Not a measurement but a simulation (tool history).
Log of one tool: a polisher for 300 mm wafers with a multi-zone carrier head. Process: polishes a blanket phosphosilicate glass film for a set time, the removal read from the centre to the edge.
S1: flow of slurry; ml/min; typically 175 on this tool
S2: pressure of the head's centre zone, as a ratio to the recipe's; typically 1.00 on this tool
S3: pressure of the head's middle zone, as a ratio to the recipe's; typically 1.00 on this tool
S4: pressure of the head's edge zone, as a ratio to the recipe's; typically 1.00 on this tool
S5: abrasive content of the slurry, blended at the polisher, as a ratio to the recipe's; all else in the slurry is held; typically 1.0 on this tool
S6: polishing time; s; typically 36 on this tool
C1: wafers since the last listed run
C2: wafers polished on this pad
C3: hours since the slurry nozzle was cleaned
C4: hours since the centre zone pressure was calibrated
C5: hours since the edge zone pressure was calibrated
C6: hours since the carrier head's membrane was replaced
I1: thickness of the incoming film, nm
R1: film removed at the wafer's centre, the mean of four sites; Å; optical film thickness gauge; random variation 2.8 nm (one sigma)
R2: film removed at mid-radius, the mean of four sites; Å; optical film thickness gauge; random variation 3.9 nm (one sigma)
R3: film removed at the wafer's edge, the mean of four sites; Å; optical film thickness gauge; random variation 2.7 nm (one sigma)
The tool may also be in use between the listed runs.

| run | hour | S1 | S2 | S3 | S4 | S5 | S6 | C1 | C2 | C3 | C4 | C5 | C6 | I1 | R1 | R2 | R3 |
|---|---|---|---|---|---|---|---|---|---|---|---|---|---|---|---|---|---|
| 1 | 0.0 | 175 | 1.00 | 1.00 | 1.00 | 1.0 | 36 | 0 | 1175 | 230.1 | 818.5 | 332.5 | 1059.1 | 3994.7 | 2873 | 3159 | 3156 |
| 2 | 45.1 | 175 | 1.00 | 1.00 | 1.00 | 1.0 | 36 | 581 | 1756 | 275.2 | 863.6 | 377.6 | 1104.2 | 3971.7 | 2850 | 3146 | 3164 |
|  | 81.1 | worn pad replaced by a new one |
| 3 | 109.3 | 175 | 1.00 | 1.00 | 0.93 | 1.0 | 36 | 776 | 363 | 339.4 | 927.8 | 441.8 | 1168.4 | 3952.1 | 2835 | 3080 | 3120 |
| 4 | 161.4 | 175 | 1.00 | 1.00 | 1.00 | 1.0 | 36 | 671 | 1034 | 391.5 | 979.9 | 493.9 | 1220.5 | 3961.1 | 2832 | 3187 | 3139 |
| 5 | 195.6 | 175 | 1.00 | 1.00 | 1.00 | 1.0 | 36 | 440 | 1475 | 425.7 | 1014.1 | 528.1 | 1254.7 | 3953.4 | 2841 | 3168 | 3171 |
| 6 | 221.0 | 175 | 1.00 | 1.00 | 1.00 | 1.0 | 36 | 327 | 1802 | 451.1 | 1039.5 | 553.5 | 1280.1 | 4015.3 | 2787 | 3148 | 3164 |
|  | 255.1 | worn pad replaced by a new one |
| 7 | 284.8 | 175 | 1.00 | 1.00 | 1.00 | 1.0 | 36 | 770 | 382 | 514.9 | 1103.3 | 617.3 | 1343.9 | 3955.0 | 2862 | 3196 | 3113 |
|  | 294.8 | centre zone pressure recalibrated |
| 8 | 315.9 | 140 | 1.12 | 1.00 | 1.00 | 1.0 | 36 | 375 | 757 | 546.0 | 21.1 | 648.4 | 1375.0 | 4012.1 | 3236 | 2961 | 3005 |
|  | 327.7 | slurry nozzle cleaned |
| 9 | 371.7 | 175 | 1.05 | 1.00 | 0.89 | 1.0 | 36 | 706 | 1463 | 44.0 | 76.9 | 704.2 | 1430.8 | 4017.2 | 3160 | 3170 | 2994 |
|  | 399.9 | worn pad replaced by a new one |
|  | 401.6 | edge zone pressure recalibrated |
| 10 | 405.4 | 190 | 1.00 | 1.00 | 1.00 | 1.0 | 36 | 361 | 49 | 77.7 | 110.6 | 3.8 | 1464.5 | 4002.9 | 3103 | 3202 | 3147 |
| 11 | 524.7 | 195 | 1.10 | 0.90 | 1.00 | 1.0 | 36 | 1537 | 1587 | 197.0 | 229.9 | 123.1 | 1583.8 | 3963.2 | 3305 | 3023 | 3174 |
| 12 | 559.3 | 175 | 1.00 | 0.96 | 1.00 | 1.0 | 47 | 446 | 2033 | 231.6 | 264.5 | 157.7 | 1618.4 | 3956.7 | 3874 | 4010 | 4055 |
|  | 573.9 | worn pad replaced by a new one |
|  | 605.5 | carrier head's membrane replaced by a new one |
| 13 | 691.4 | 175 | 1.00 | 1.00 | 1.00 | 1.0 | 36 | 1586 | 1450 | 363.7 | 396.6 | 289.8 | 85.9 | 3946.2 | 2891 | 3228 | 3149 |
| 14 | 725.4 | 195 | 1.00 | 1.00 | 1.00 | 1.0 | 36 | 438 | 1888 | 397.7 | 430.6 | 323.8 | 119.9 | 3933.4 | 3010 | 3216 | 3160 |
|  | 737.5 | worn pad replaced by a new one |
| 15 | 786.8 | 175 | 1.00 | 1.00 | 1.00 | 1.0 | 36 | 739 | 635 | 459.1 | 492.0 | 385.2 | 181.3 | 3952.5 | 2926 | 3147 | 3163 |

Below are 5 alternative next runs, each starting from the tool's condition after run 15. Predict each:
| A | 787.2 | 175 | 1.11 | 1.00 | 1.00 | 1.0 | 36 | 5 | 641 | 459.5 | 492.4 | 385.6 | 181.7 | 3926.9 | ? | ? | ? |
| B | 787.2 | 175 | 0.95 | 1.06 | 1.00 | 1.0 | 36 | 5 | 641 | 459.5 | 492.4 | 385.6 | 181.7 | 3926.9 | ? | ? | ? |
| C | 787.2 | 175 | 1.00 | 1.00 | 1.00 | 1.0 | 24 | 5 | 641 | 459.5 | 492.4 | 385.6 | 181.7 | 3926.9 | ? | ? | ? |
| D | 787.2 | 175 | 1.00 | 0.97 | 1.00 | 0.9 | 32 | 5 | 641 | 459.5 | 492.4 | 385.6 | 181.7 | 3926.9 | ? | ? | ? |
| E | 787.2 | 175 | 0.89 | 1.00 | 1.00 | 1.0 | 36 | 5 | 641 | 459.5 | 492.4 | 385.6 | 181.7 | 3926.9 | ? | ? | ? |

| run | R1 | R2 | R3 |
|---|---|---|---|
| A | 3278 | 3263 | 3142 |
| B | 2802 | 3432 | 3139 |
| C | 1966 | 2177 | 2095 |
| D | 2529 | 2729 | 2695 |
| E | 2621 | 3267 | 3142 |
What these runs would have given with no unlogged condition in the tool:
| run | R1 | R2 | R3 |
|---|---|---|---|
| A | 3437 | 3263 | 3142 |
| B | 2939 | 3431 | 3139 |
| C | 2062 | 2176 | 2095 |
| D | 2652 | 2728 | 2695 |
| E | 2751 | 3266 | 3142 |
